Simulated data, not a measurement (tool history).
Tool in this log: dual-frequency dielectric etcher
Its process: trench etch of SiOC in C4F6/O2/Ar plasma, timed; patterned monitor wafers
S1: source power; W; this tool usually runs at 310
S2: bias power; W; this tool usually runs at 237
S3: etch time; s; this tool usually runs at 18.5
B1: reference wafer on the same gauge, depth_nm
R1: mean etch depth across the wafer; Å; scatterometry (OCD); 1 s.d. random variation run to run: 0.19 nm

run 1 hour=0.0 | S1=340 S2=214 S3=18.5 | B1=47.01 | R1=393.9
run 2 hour=77.5 | S1=340 S2=214 S3=18.5 | B1=46.98 | R1=397.4
-- hour=119.1 wet clean of the chamber
run 3 hour=171.6 | S1=340 S2=214 S3=18.5 | B1=47.10 | R1=394.4
run 4 hour=237.4 | S1=310 S2=237 S3=18.5 | B1=47.10 | R1=403.7
run 5 hour=341.8 | S1=310 S2=237 S3=18.5 | B1=47.24 | R1=405.9
run 6 hour=439.7 | S1=310 S2=237 S3=18.5 | B1=47.29 | R1=407.5
run 7 hour=521.1 | S1=260 S2=237 S3=18.5 | B1=47.38 | R1=380.7
-- hour=534.8 source power generator calibrated
run 8 hour=619.5 | S1=260 S2=237 S3=18.5 | B1=47.54 | R1=379.2
-- hour=646.3 upper electrode replaced
run 9 hour=706.5 | S1=310 S2=237 S3=15.5 | B1=47.79 | R1=344.3
run 10 hour=767.7 | S1=310 S2=237 S3=18.5 | B1=47.84 | R1=412.7
run 11 hour=818.4 | S1=310 S2=188 S3=14.5 | B1=48.09 | R1=283.6
-- hour=854.6 wet clean of the chamber
run 12 hour=884.7 | S1=310 S2=237 S3=22.5 | B1=48.18 | R1=500.0
run 13 hour=949.7 | S1=310 S2=237 S3=18.5 | B1=48.47 | R1=413.6
run 14 hour=996.8 | S1=250 S2=252 S3=22.5 | B1=48.54 | R1=479.5
-- hour=1006.9 bias power generator calibrated
run 15 hour=1045.6 | S1=310 S2=237 S3=18.5 | B1=48.63 | R1=415.1
-- hour=1119.7 gauge calibrated
run 16 hour=1141.3 | S1=270 S2=183 S3=21.5 | B1=46.45 | R1=376.1
run 17 hour=1248.6 | S1=270 S2=280 S3=18.5 | B1=46.45 | R1=414.8
run 18 hour=1318.4 | S1=380 S2=237 S3=18.5 | B1=46.51 | R1=435.2
run 19 hour=1411.3 | S1=270 S2=221 S3=15.5 | B1=46.56 | R1=303.6

Consider 3 possible next runs. They are alternatives, not a sequence: every one starts from the tool as it was left by run 19. What does each give?
run A hour=1411.7 | S1=310 S2=218 S3=18.5 | B1=? | R1=?
run B hour=1411.7 | S1=240 S2=213 S3=22.5 | B1=? | R1=?
run C hour=1411.7 | S1=310 S2=237 S3=20.5 | B1=? | R1=?

run=A B1=46.61 R1=383.6
run=B B1=46.61 R1=414.4
run=C B1=46.61 R1=445.1
Take away the tool's hidden state, keep each run's random variation, and the runs would have read:
run=A R1=382.3
run=B R1=413.0
run=C R1=443.6
